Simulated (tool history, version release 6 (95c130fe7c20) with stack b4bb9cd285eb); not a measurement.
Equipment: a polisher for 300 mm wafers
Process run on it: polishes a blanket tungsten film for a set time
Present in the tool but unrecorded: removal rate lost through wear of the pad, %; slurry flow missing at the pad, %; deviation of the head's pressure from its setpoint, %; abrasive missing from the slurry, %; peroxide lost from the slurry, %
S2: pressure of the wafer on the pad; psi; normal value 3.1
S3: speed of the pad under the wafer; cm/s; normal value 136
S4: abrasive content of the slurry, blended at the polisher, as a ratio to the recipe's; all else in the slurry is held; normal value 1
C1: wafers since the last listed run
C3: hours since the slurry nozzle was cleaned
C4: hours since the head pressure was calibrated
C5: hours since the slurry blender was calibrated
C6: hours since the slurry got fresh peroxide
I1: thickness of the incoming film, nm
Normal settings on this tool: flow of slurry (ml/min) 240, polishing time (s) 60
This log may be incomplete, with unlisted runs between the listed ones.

run 1 hour=0 | flow_of_slurry_(ml/min)=240 S2=3.1 S3=136 S4=1 polishing_time_(s)=60 | C1=0 wafers_polished_on_this_pad=325 C3=417.2 C4=1105.7 C5=195.1 C6=46.1 | I1=895.1 | film_removed_(angstrom)=3482
-- hour=7.5 head pressure recalibrated
run 2 hour=14.3 | flow_of_slurry_(ml/min)=240 S2=3.1 S3=136 S4=1 polishing_time_(s)=72 | C1=171 wafers_polished_on_this_pad=497 C3=431.5 C4=6.8 C5=209.4 C6=60.4 | I1=910.3 | film_removed_(angstrom)=4237
run 3 hour=23.9 | flow_of_slurry_(ml/min)=240 S2=3.1 S3=136 S4=1 polishing_time_(s)=60 | C1=134 wafers_polished_on_this_pad=631 C3=441.1 C4=16.4 C5=219 C6=70 | I1=910.7 | film_removed_(angstrom)=3593
run 4 hour=36.4 | flow_of_slurry_(ml/min)=240 S2=3.1 S3=136 S4=1 polishing_time_(s)=60 | C1=174 wafers_polished_on_this_pad=805 C3=453.6 C4=28.9 C5=231.5 C6=82.5 | I1=919 | film_removed_(angstrom)=3514
run 5 hour=48 | flow_of_slurry_(ml/min)=240 S2=3.1 S3=136 S4=1 polishing_time_(s)=60 | C1=161 wafers_polished_on_this_pad=967 C3=465.2 C4=40.5 C5=243.1 C6=94.1 | I1=907.7 | film_removed_(angstrom)=3586
-- hour=59.3 slurry tank refilled with fresh slurry and peroxide
run 6 hour=62.5 | flow_of_slurry_(ml/min)=240 S2=3.1 S3=136 S4=1 polishing_time_(s)=60 | C1=188 wafers_polished_on_this_pad=1156 C3=479.7 C4=55 C5=257.6 C6=3.2 | I1=908.6 | film_removed_(angstrom)=3566
-- hour=78.1 slurry nozzle cleaned
run 7 hour=78.6 | flow_of_slurry_(ml/min)=310 S2=3.1 S3=136 S4=0.9 polishing_time_(s)=60 | C1=210 wafers_polished_on_this_pad=1367 C3=0.5 C4=71.1 C5=273.7 C6=19.3 | I1=902 | film_removed_(angstrom)=3562
-- hour=83 slurry blender recalibrated
-- hour=84.9 worn pad replaced by a new one
run 8 hour=91 | flow_of_slurry_(ml/min)=240 S2=3.1 S3=136 S4=1 polishing_time_(s)=60 | C1=118 wafers_polished_on_this_pad=85 C3=12.9 C4=83.5 C5=8 C6=31.7 | I1=902.7 | film_removed_(angstrom)=3583
run 9 hour=101.7 | flow_of_slurry_(ml/min)=240 S2=3.7 S3=180 S4=1 polishing_time_(s)=60 | C1=149 wafers_polished_on_this_pad=234 C3=23.6 C4=94.2 C5=18.7 C6=42.4 | I1=905.2 | film_removed_(angstrom)=5349
run 10 hour=109.9 | flow_of_slurry_(ml/min)=240 S2=3.9 S3=136 S4=0.85 polishing_time_(s)=54 | C1=114 wafers_polished_on_this_pad=349 C3=31.8 C4=102.4 C5=26.9 C6=50.6 | I1=889.1 | film_removed_(angstrom)=3593
run 11 hour=123 | flow_of_slurry_(ml/min)=240 S2=3.1 S3=108 S4=1.15 polishing_time_(s)=60 | C1=182 wafers_polished_on_this_pad=532 C3=44.9 C4=115.5 C5=40 C6=63.7 | I1=922.5 | film_removed_(angstrom)=2981
run 12 hour=129.2 | flow_of_slurry_(ml/min)=265 S2=3.1 S3=136 S4=1 polishing_time_(s)=60 | C1=86 wafers_polished_on_this_pad=618 C3=51.1 C4=121.7 C5=46.2 C6=69.9 | I1=917.9 | film_removed_(angstrom)=3564
run 13 hour=137.8 | flow_of_slurry_(ml/min)=240 S2=2.7 S3=108 S4=1.2 polishing_time_(s)=71 | C1=120 wafers_polished_on_this_pad=738 C3=59.7 C4=130.3 C5=54.8 C6=78.5 | I1=907.6 | film_removed_(angstrom)=3222
run 14 hour=154.5 | flow_of_slurry_(ml/min)=240 S2=3.9 S3=136 S4=1 polishing_time_(s)=72 | C1=233 wafers_polished_on_this_pad=972 C3=76.4 C4=147 C5=71.5 C6=95.2 | I1=900 | film_removed_(angstrom)=4982
run 15 hour=169.1 | flow_of_slurry_(ml/min)=240 S2=3.1 S3=136 S4=1 polishing_time_(s)=60 | C1=203 wafers_polished_on_this_pad=1176 C3=91 C4=161.6 C5=86.1 C6=109.8 | I1=925.6 | film_removed_(angstrom)=3600
-- hour=179 slurry tank refilled with fresh slurry and peroxide
run 16 hour=192.3 | flow_of_slurry_(ml/min)=240 S2=3.1 S3=152 S4=1 polishing_time_(s)=69 | C1=310 wafers_polished_on_this_pad=1486 C3=114.2 C4=184.8 C5=109.3 C6=13.3 | I1=927.4 | film_removed_(angstrom)=4504
-- hour=205.6 worn pad replaced by a new one
run 17 hour=206.4 | flow_of_slurry_(ml/min)=275 S2=3.9 S3=136 S4=1.25 polishing_time_(s)=80 | C1=141 wafers_polished_on_this_pad=11 C3=128.3 C4=198.9 C5=123.4 C6=27.4 | I1=917.9 | film_removed_(angstrom)=5771
run 18 hour=214.9 | flow_of_slurry_(ml/min)=240 S2=3.1 S3=136 S4=1.15 polishing_time_(s)=60 | C1=118 wafers_polished_on_this_pad=130 C3=136.8 C4=207.4 C5=131.9 C6=35.9 | I1=926.6 | film_removed_(angstrom)=3663
run 19 hour=230.5 | flow_of_slurry_(ml/min)=175 S2=3.4 S3=136 S4=1 polishing_time_(s)=48 | C1=217 wafers_polished_on_this_pad=348 C3=152.4 C4=223 C5=147.5 C6=51.5 | I1=925.9 | film_removed_(angstrom)=2854
run 20 hour=239.3 | flow_of_slurry_(ml/min)=240 S2=3.1 S3=136 S4=1 polishing_time_(s)=60 | C1=122 wafers_polished_on_this_pad=471 C3=161.2 C4=231.8 C5=156.3 C6=60.3 | I1=908.8 | film_removed_(angstrom)=3547
run 21 hour=255 | flow_of_slurry_(ml/min)=240 S2=3.1 S3=136 S4=1 polishing_time_(s)=60 | C1=219 wafers_polished_on_this_pad=690 C3=176.9 C4=247.5 C5=172 C6=76 | I1=907.4 | film_removed_(angstrom)=3554
run 22 hour=266.5 | flow_of_slurry_(ml/min)=240 S2=3.1 S3=124 S4=1 polishing_time_(s)=52 | C1=160 wafers_polished_on_this_pad=851 C3=188.4 C4=259 C5=183.5 C6=87.5 | I1=904.7 | film_removed_(angstrom)=2809
run 23 hour=281.5 | flow_of_slurry_(ml/min)=240 S2=3.1 S3=156 S4=1 polishing_time_(s)=50 | C1=209 wafers_polished_on_this_pad=1060 C3=203.4 C4=274 C5=198.5 C6=102.5 | I1=902.3 | film_removed_(angstrom)=3364
-- hour=293.6 slurry tank refilled with fresh slurry and peroxide
run 24 hour=294.7 | flow_of_slurry_(ml/min)=280 S2=3.1 S3=136 S4=1.1 polishing_time_(s)=60 | C1=170 wafers_polished_on_this_pad=1230 C3=216.6 C4=287.2 C5=211.7 C6=1.1 | I1=901.9 | film_removed_(angstrom)=3654
run 25 hour=309.1 | flow_of_slurry_(ml/min)=240 S2=3.1 S3=136 S4=1 polishing_time_(s)=60 | C1=201 wafers_polished_on_this_pad=1432 C3=231 C4=301.6 C5=226.1 C6=15.5 | I1=900 | film_removed_(angstrom)=3593
-- hour=319.3 worn pad replaced by a new one
run 26 hour=324.2 | flow_of_slurry_(ml/min)=270 S2=2.2 S3=136 S4=0.85 polishing_time_(s)=50 | C1=155 wafers_polished_on_this_pad=68 C3=246.1 C4=316.7 C5=241.2 C6=30.6 | I1=919.9 | film_removed_(angstrom)=2437
run 27 hour=336.6 | flow_of_slurry_(ml/min)=290 S2=3.1 S3=164 S4=1.25 polishing_time_(s)=49 | C1=173 wafers_polished_on_this_pad=241 C3=258.5 C4=329.1 C5=253.6 C6=43 | I1=900.1 | film_removed_(angstrom)=3704

4 ways to go on from here, each from the tool as it stands after run 27. What would each give?
run A hour=337 | flow_of_slurry_(ml/min)=205 S2=3.1 S3=136 S4=1 polishing_time_(s)=60 | C1=5 wafers_polished_on_this_pad=247 C3=258.9 C4=329.5 C5=254 C6=43.4 | I1=908.7 | film_removed_(angstrom)=?
run B hour=337 | flow_of_slurry_(ml/min)=240 S2=3.1 S3=136 S4=1 polishing_time_(s)=48 | C1=5 wafers_polished_on_this_pad=247 C3=258.9 C4=329.5 C5=254 C6=43.4 | I1=908.7 | film_removed_(angstrom)=?
run C hour=337 | flow_of_slurry_(ml/min)=240 S2=3.1 S3=136 S4=0.8 polishing_time_(s)=60 | C1=5 wafers_polished_on_this_pad=247 C3=258.9 C4=329.5 C5=254 C6=43.4 | I1=908.7 | film_removed_(angstrom)=?
run D hour=337 | flow_of_slurry_(ml/min)=285 S2=3.1 S3=136 S4=1 polishing_time_(s)=60 | C1=5 wafers_polished_on_this_pad=247 C3=258.9 C4=329.5 C5=254 C6=43.4 | I1=908.7 | film_removed_(angstrom)=?

run=A film_removed_(angstrom)=3468
run=B film_removed_(angstrom)=2812
run=C film_removed_(angstrom)=3339
run=D film_removed_(angstrom)=3564
With no hidden state in the tool, these same runs would have given:
run=A film_removed_(angstrom)=3468
run=B film_removed_(angstrom)=2812
run=C film_removed_(angstrom)=3339
run=D film_removed_(angstrom)=3564

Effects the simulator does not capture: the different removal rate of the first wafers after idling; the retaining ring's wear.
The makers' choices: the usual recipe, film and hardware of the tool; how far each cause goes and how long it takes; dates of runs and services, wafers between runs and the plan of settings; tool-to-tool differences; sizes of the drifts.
